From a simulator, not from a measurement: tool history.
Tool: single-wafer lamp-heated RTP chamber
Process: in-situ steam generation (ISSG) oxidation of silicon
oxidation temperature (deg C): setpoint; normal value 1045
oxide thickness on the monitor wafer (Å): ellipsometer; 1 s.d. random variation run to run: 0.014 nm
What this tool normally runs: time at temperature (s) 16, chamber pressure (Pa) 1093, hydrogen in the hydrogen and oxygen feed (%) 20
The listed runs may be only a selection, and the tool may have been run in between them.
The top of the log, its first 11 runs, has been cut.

run     day  oxidation temperature (deg C)  time at temperature (s)  chamber pressure (Pa)  hydrogen in the hydrogen and oxygen feed (%)  read-back reference wafer on the same gauge, thickness  oxide thickness on the monitor wafer (Å)
 12  23.738                           1045                       16                   1093                                            15                                                   5.608                                     56.63
 13    26.5                           1045                       16                   1213                                            20                                                   5.611                                     60.02
 14  28.671                           1045                       16                   1093                                            20                                                   5.608                                     60.52
 15  31.362                           1036                       19                   1240                                            20                                                   5.608                                     62.83
 16  36.146                           1031                       16                   1093                                            20                                                   5.608                                     56.65
 17  37.175                           1034                       21                   1200                                            26                                                   5.612                                     69.59
         38  -- pyrometer window cleaned and pyrometer calibrated
 18  38.383                           1062                       16                   1093                                            20                                                    5.61                                     66.01
 19  40.188                           1034                       13                   1160                                            13                                                   5.607                                     46.36
 20  41.425                           1045                       16                   1213                                            17                                                   5.608                                     57.45
     42.367  -- gauge calibrated
 21  42.708                           1045                       16                    920                                            20                                                    5.61                                     59.72
 22  44.358                           1045                       16                   1093                                            20                                                   5.609                                     60.09
 23  46.346                           1045                       16                   1093                                            20                                                   5.612                                     60.39
 24    48.8                           1034                       18                   1227                                            20                                                   5.612                                     59.99
 25  50.038                           1052                       20                   1160                                            12                                                   5.614                                     62.62
 26  51.642                           1052                       16                   1093                                            17                                                   5.616                                     60.04
 27  53.083                           1045                       16                   1000                                            15                                                    5.61                                     56.24
 28  54.992                           1045                       16                   1267                                            14                                                   5.614                                     55.26
 29  57.892                           1030                       22                    947                                            15                                                   5.607                                     61.52
 30  58.975                           1057                       16                   1160                                            24                                                    5.61                                     67.09
 31    60.5                           1045                       16                   1093                                            20                                                    5.61                                     60.58

What if the next run were any one of these 4? Each begins from the tool's condition after run 31:
  A  60.517                           1045                       20                   1093                                            20                                                       ?                                         ?
  B  60.517                           1037                       14                   1093                                            11                                                       ?                                         ?
  C  60.517                           1063                       21                    947                                            20                                                       ?                                         ?
  D  60.517                           1056                       20                    920                                            25                                                       ?                                         ?

run  read-back reference wafer on the same gauge, thickness  oxide thickness on the monitor wafer (Å)
  A                                                    5.61                                     67.76
  B                                                    5.61                                     47.38
  C                                                    5.61                                     76.72
  D                                                    5.61                                     75.83
The same runs, with their run-to-run variation unchanged, on a tool lacking any hidden condition would have given:
run  oxide thickness on the monitor wafer (Å)
  A                                     67.14
  B                                        47
  C                                     75.95
  D                                     75.09
